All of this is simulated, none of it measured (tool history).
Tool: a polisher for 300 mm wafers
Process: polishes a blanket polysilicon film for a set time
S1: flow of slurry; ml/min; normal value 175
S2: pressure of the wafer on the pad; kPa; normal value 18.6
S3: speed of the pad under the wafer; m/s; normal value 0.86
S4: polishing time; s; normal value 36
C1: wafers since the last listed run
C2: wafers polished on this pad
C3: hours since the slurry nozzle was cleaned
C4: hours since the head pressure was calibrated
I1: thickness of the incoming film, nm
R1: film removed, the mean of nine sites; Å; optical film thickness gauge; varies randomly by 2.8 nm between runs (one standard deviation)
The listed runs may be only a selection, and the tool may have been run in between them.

| run | hour | S1 | S2 | S3 | S4 | C1 | C2 | C3 | C4 | I1 | R1 |
|---|---|---|---|---|---|---|---|---|---|---|---|
| 1 | 0.0 | 175 | 18.6 | 0.86 | 36 | 0 | 828 | 122.8 | 1113.1 | 2118.6 | 1975 |
| 2 | 16.9 | 175 | 18.6 | 0.86 | 36 | 134 | 963 | 139.7 | 1130.0 | 2098.0 | 1919 |
|  | 24.3 | worn pad replaced by a new one |
| 3 | 33.1 | 175 | 18.6 | 0.86 | 36 | 96 | 70 | 155.9 | 1146.2 | 2079.5 | 1978 |
| 4 | 45.1 | 175 | 18.6 | 0.86 | 36 | 95 | 165 | 167.9 | 1158.2 | 2087.5 | 1999 |
| 5 | 58.5 | 155 | 18.6 | 0.86 | 39 | 106 | 272 | 181.3 | 1171.6 | 2083.9 | 2029 |
| 6 | 67.3 | 155 | 18.6 | 0.86 | 39 | 69 | 341 | 190.1 | 1180.4 | 2119.6 | 2018 |
| 7 | 80.6 | 155 | 18.6 | 0.86 | 39 | 105 | 447 | 203.4 | 1193.7 | 2095.9 | 2030 |
| 8 | 91.6 | 175 | 18.6 | 0.86 | 36 | 87 | 535 | 214.4 | 1204.7 | 2147.3 | 1937 |
| 9 | 103.5 | 175 | 18.6 | 0.86 | 36 | 94 | 629 | 226.3 | 1216.6 | 2113.4 | 1925 |
| 10 | 110.6 | 175 | 18.6 | 0.86 | 36 | 56 | 686 | 233.4 | 1223.7 | 2098.0 | 1912 |
| 11 | 121.2 | 175 | 18.6 | 0.86 | 36 | 84 | 770 | 244.0 | 1234.3 | 2134.5 | 1928 |
|  | 127.0 | worn pad replaced by a new one |
| 12 | 129.8 | 175 | 15.9 | 0.86 | 36 | 36 | 22 | 252.6 | 1242.9 | 2103.0 | 1628 |
| 13 | 145.6 | 175 | 18.6 | 0.86 | 36 | 125 | 148 | 268.4 | 1258.7 | 2082.7 | 1863 |
| 14 | 159.7 | 175 | 18.6 | 0.86 | 36 | 112 | 260 | 282.5 | 1272.8 | 2121.6 | 1921 |
| 15 | 167.9 | 175 | 18.6 | 0.86 | 36 | 65 | 325 | 290.7 | 1281.0 | 2099.4 | 1872 |
| 16 | 175.2 | 175 | 18.6 | 0.58 | 26 | 58 | 383 | 298.0 | 1288.3 | 2087.1 | 937 |
|  | 179.8 | slurry nozzle cleaned |
| 17 | 182.0 | 215 | 24.8 | 0.86 | 36 | 46 | 429 | 2.2 | 1295.1 | 2077.9 | 2692 |
| 18 | 191.7 | 175 | 13.8 | 0.86 | 36 | 77 | 506 | 11.9 | 1304.8 | 2108.5 | 1502 |
|  | 203.6 | head pressure recalibrated |
| 19 | 205.8 | 175 | 18.6 | 0.86 | 36 | 96 | 602 | 26.0 | 2.2 | 2095.3 | 1969 |
| 20 | 215.5 | 175 | 18.6 | 0.86 | 47 | 77 | 679 | 35.7 | 11.9 | 2145.7 | 2601 |
|  | 226.2 | worn pad replaced by a new one |
| 21 | 226.7 | 175 | 18.6 | 0.86 | 48 | 57 | 3 | 46.9 | 23.1 | 2085.5 | 2629 |
| 22 | 235.3 | 175 | 18.6 | 0.86 | 36 | 68 | 72 | 55.5 | 31.7 | 2106.5 | 1979 |
| 23 | 252.4 | 195 | 14.5 | 0.86 | 31 | 135 | 207 | 72.6 | 48.8 | 2126.6 | 1326 |
| 24 | 265.0 | 175 | 18.6 | 0.86 | 36 | 100 | 308 | 85.2 | 61.4 | 2117.3 | 1965 |
| 25 | 281.0 | 175 | 18.6 | 0.68 | 40 | 127 | 435 | 101.2 | 77.4 | 2129.1 | 1756 |
| 26 | 288.7 | 175 | 18.6 | 0.86 | 36 | 61 | 496 | 108.9 | 85.1 | 2108.5 | 1981 |
| 27 | 304.2 | 150 | 18.6 | 0.86 | 36 | 123 | 619 | 124.4 | 100.6 | 2147.6 | 1963 |
| 28 | 312.4 | 175 | 18.6 | 0.62 | 48 | 65 | 684 | 132.6 | 108.8 | 2131.2 | 1881 |
| 29 | 323.7 | 175 | 18.6 | 0.86 | 36 | 89 | 774 | 143.9 | 120.1 | 2119.1 | 1902 |
|  | 334.4 | worn pad replaced by a new one |
| 30 | 338.9 | 175 | 22.8 | 0.62 | 36 | 89 | 35 | 159.1 | 135.3 | 2087.7 | 1720 |
| 31 | 347.2 | 175 | 20.7 | 0.86 | 36 | 65 | 101 | 167.4 | 143.6 | 2072.1 | 2151 |

How the hidden state differs across the entries between the runs, from the last listed run before each to the first after it:
Run 2 -> run 3: worn pad replaced by a new one (hour 24.3)
  slurry flow missing at the pad, %: 19.9 -> 21.9
  measured result minus the result with no hidden state, R1: -48 -> -55 Å
Run 11 -> run 12: worn pad replaced by a new one (hour 127.0)
  slurry flow missing at the pad, %: 32.8 -> 33.8
  measured result minus the result with no hidden state, R1: -89 -> -78 Å
Run 16 -> run 17: slurry nozzle cleaned (hour 179.8)
  slurry flow missing at the pad, %: 39.4 -> 1.1
  measured result minus the result with no hidden state, R1: -56 -> -3 Å
Run 18 -> run 19: head pressure recalibrated (hour 203.6)
  slurry flow missing at the pad, %: 2.29 -> 4.03
  measured result minus the result with no hidden state, R1: -4 -> -9 Å
Run 20 -> run 21: worn pad replaced by a new one (hour 226.2)
  slurry flow missing at the pad, %: 5.23 -> 6.61
  measured result minus the result with no hidden state, R1: -15 -> -20 Å
Run 29 -> run 30: worn pad replaced by a new one (hour 334.4)
  slurry flow missing at the pad, %: 18.6 -> 20.4
  measured result minus the result with no hidden state, R1: -44 -> -44 Å

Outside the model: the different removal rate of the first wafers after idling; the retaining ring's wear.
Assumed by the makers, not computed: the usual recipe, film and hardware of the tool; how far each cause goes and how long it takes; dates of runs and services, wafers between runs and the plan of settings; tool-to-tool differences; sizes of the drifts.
